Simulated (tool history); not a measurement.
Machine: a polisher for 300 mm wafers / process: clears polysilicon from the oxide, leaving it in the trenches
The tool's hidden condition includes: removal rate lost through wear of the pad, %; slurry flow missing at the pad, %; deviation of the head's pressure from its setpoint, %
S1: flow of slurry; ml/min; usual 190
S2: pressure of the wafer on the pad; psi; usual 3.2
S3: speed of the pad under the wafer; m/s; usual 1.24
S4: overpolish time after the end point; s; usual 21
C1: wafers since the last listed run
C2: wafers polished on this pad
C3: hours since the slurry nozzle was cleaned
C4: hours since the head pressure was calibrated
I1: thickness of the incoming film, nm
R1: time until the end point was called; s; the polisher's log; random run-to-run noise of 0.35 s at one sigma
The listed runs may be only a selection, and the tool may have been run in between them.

run   hour   S1   S2    S3  S4   C1    C2     C3      C4     I1    R1
  1    0.0  190  3.2  1.24  21    0  1227  491.1  1193.8  804.0  40.8
  2   12.5  190  3.2  1.24  25  211  1438  503.6  1206.3  799.2  40.9
  3   21.5  190  3.2  1.24  25  152  1591  512.6  1215.3  809.1  40.8
      32.8  -- worn pad replaced by a new one
  4   38.4  190  3.2  1.24  25  218    94  529.5  1232.2  796.2  40.7
  5   46.6  190  3.2  1.24  21  138   233  537.7  1240.4  795.2  40.5
  6   64.0  190  3.2  1.24  21  294   528  555.1  1257.8  808.6  41.5
  7   72.6  190  3.2  1.24  21  145   673  563.7  1266.4  809.1  41.6
  8   88.6  190  2.8  1.24  21  271   944  579.7  1282.4  812.6  47.9
      94.4  -- slurry nozzle cleaned
  9   99.9  190  3.2  1.24  21  174  1119    5.5  1293.7  808.2  42.3
 10  111.5  190  3.2  1.24  21  196  1315   17.1  1305.3  806.0  41.4
     122.4  -- worn pad replaced by a new one
 11  122.9  190  3.2  1.24  21  125     8   28.5  1316.7  807.3  40.8
 12  132.5  140  3.2  1.24  21  162   171   38.1  1326.3  791.8  43.6
 13  141.3  190  3.2  0.84  21  149   320   46.9  1335.1  808.9  62.0
 14  168.0  155  2.6  1.00  21  452   773   73.6  1361.8  788.5  65.0
 15  182.0  175  4.3  1.24  10  237  1010   87.6  1375.8  804.6  31.5
 16  188.9  190  3.2  1.24  16  116  1127   94.5  1382.7  807.3  42.1
 17  196.3  255  3.9  1.24  21  125  1252  101.9  1390.1  800.7  32.4
 18  203.1  145  3.8  1.24  21  115  1367  108.7  1396.9  794.3  35.8
 19  212.4  190  3.2  1.24  21  157  1525  118.0  1406.2  796.5  41.0
 20  221.0  150  4.0  0.92  25  145  1670  126.6  1414.8  787.9  45.1
     234.3  -- worn pad replaced by a new one
 21  236.4  240  2.3  1.24  34  193    35  142.0  1430.2  793.2  54.7
     252.0  -- head pressure recalibrated
 22  252.5  230  3.2  0.90  21  238   274  158.1     0.5  797.4  50.7
 23  258.7  170  3.2  1.48  21  105   379  164.3     6.7  807.5  32.1
 24  275.7  190  3.2  1.24  21  288   667  181.3    23.7  805.9  38.7
 25  283.1  190  3.2  1.24  21  125   792  188.7    31.1  789.2  37.2
 26  290.0  190  3.2  1.24  21  116   909  195.6    38.0  813.8  38.5
 27  306.7  190  3.6  1.24  27  282  1192  212.3    54.7  805.5  33.8
 28  319.9  190  3.2  1.24  21  223  1416  225.5    67.9  798.8  38.6
 29  330.0  230  3.2  1.00  13  171  1587  235.6    78.0  786.4  45.6
 30  342.0  160  2.5  1.06  11  203  1790  247.6    90.0  810.5  60.6
     351.2  -- worn pad replaced by a new one
 31  357.3  190  3.7  1.24  10  191   103  262.9   105.3  791.7  33.3
 32  365.6  170  2.6  1.62  21  140   244  271.2   113.6  797.4  36.4
 33  378.8  205  3.2  1.24  33  223   467  284.4   126.8  785.1  37.5
 34  394.8  220  2.7  1.24  21  271   738  300.4   142.8  788.8  44.5

Each row is a separate what-if for the run after 34, all from the same tool condition, not one after another. Results?
  A  395.2  190  3.2  1.24  17   6  745  300.8  143.2  807.2   ?
  B  395.2  140  3.2  1.38  17   6  745  300.8  143.2  807.2   ?
  C  395.2  145  2.3  1.42  14   6  745  300.8  143.2  807.2   ?
  D  395.2  240  2.9  0.84  32   6  745  300.8  143.2  807.2   ?
  E  395.2  135  3.2  1.24  13   6  745  300.8  143.2  807.2   ?

run    R1
  A  39.3
  B  37.3
  C  50.1
  D  62.1
  E  41.9
Without the tool's hidden state the same runs would have given:
run    R1
  A  37.0
  B  35.2
  C  47.2
  D  58.5
  E  39.5
